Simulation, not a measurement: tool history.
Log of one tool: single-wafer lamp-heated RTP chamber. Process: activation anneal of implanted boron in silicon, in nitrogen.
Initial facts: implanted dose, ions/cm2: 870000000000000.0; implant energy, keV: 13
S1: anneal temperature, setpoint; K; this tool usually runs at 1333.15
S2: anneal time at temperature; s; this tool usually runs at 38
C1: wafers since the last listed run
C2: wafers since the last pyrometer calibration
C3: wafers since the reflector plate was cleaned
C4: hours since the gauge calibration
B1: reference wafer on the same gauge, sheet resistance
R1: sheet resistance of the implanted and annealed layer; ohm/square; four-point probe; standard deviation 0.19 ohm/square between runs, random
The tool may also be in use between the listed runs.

run 1 hour=0.0 | S1=1333.15 S2=38 | C1=0 C2=362 C3=5101 C4=426.7 | B1=128.10 | R1=128.61
run 2 hour=87.5 | S1=1333.15 S2=38 | C1=718 C2=1081 C3=5820 C4=514.2 | B1=128.02 | R1=128.90
run 3 hour=174.6 | S1=1333.15 S2=53 | C1=715 C2=1796 C3=6535 C4=601.3 | B1=127.94 | R1=127.36
run 4 hour=260.7 | S1=1333.15 S2=53 | C1=707 C2=2503 C3=7242 C4=687.4 | B1=128.04 | R1=127.64
run 5 hour=308.5 | S1=1333.15 S2=38 | C1=392 C2=2896 C3=7634 C4=735.2 | B1=128.05 | R1=128.37
run 6 hour=357.5 | S1=1333.15 S2=38 | C1=402 C2=3298 C3=8037 C4=784.2 | B1=127.96 | R1=128.51
run 7 hour=432.7 | S1=1333.15 S2=48 | C1=617 C2=3915 C3=8654 C4=859.4 | B1=127.96 | R1=127.82
run 8 hour=515.8 | S1=1333.15 S2=48 | C1=682 C2=4598 C3=9337 C4=942.5 | B1=127.98 | R1=128.31
-- hour=551.6 gauge calibrated
-- hour=551.8 pyrometer window cleaned and pyrometer calibrated
run 9 hour=590.7 | S1=1304.15 S2=53 | C1=549 C2=319 C3=9886 C4=39.1 | B1=127.99 | R1=129.85
-- hour=623.3 reflector plate cleaned
run 10 hour=693.2 | S1=1357.15 S2=25 | C1=775 C2=1095 C3=574 C4=141.6 | B1=127.91 | R1=129.08
run 11 hour=768.3 | S1=1346.15 S2=20 | C1=616 C2=1712 C3=1190 C4=216.7 | B1=128.00 | R1=130.14
run 12 hour=856.4 | S1=1349.15 S2=19 | C1=723 C2=2435 C3=1914 C4=304.8 | B1=127.94 | R1=129.78
run 13 hour=902.9 | S1=1316.15 S2=38 | C1=381 C2=2817 C3=2296 C4=351.3 | B1=128.01 | R1=129.57
run 14 hour=1022.6 | S1=1351.15 S2=18 | C1=982 C2=3800 C3=3279 C4=471.0 | B1=127.99 | R1=129.64
run 15 hour=1062.3 | S1=1353.15 S2=38 | C1=326 C2=4126 C3=3605 C4=510.7 | B1=128.11 | R1=128.23

What was the tool's hidden state at every run in the log?
true wafer temperature minus pyrometer reading, K: 0 in every run
wafer temperature error from the tarnished reflector plate, K: 0 in every run
gauge reads high (%): 0 in every run

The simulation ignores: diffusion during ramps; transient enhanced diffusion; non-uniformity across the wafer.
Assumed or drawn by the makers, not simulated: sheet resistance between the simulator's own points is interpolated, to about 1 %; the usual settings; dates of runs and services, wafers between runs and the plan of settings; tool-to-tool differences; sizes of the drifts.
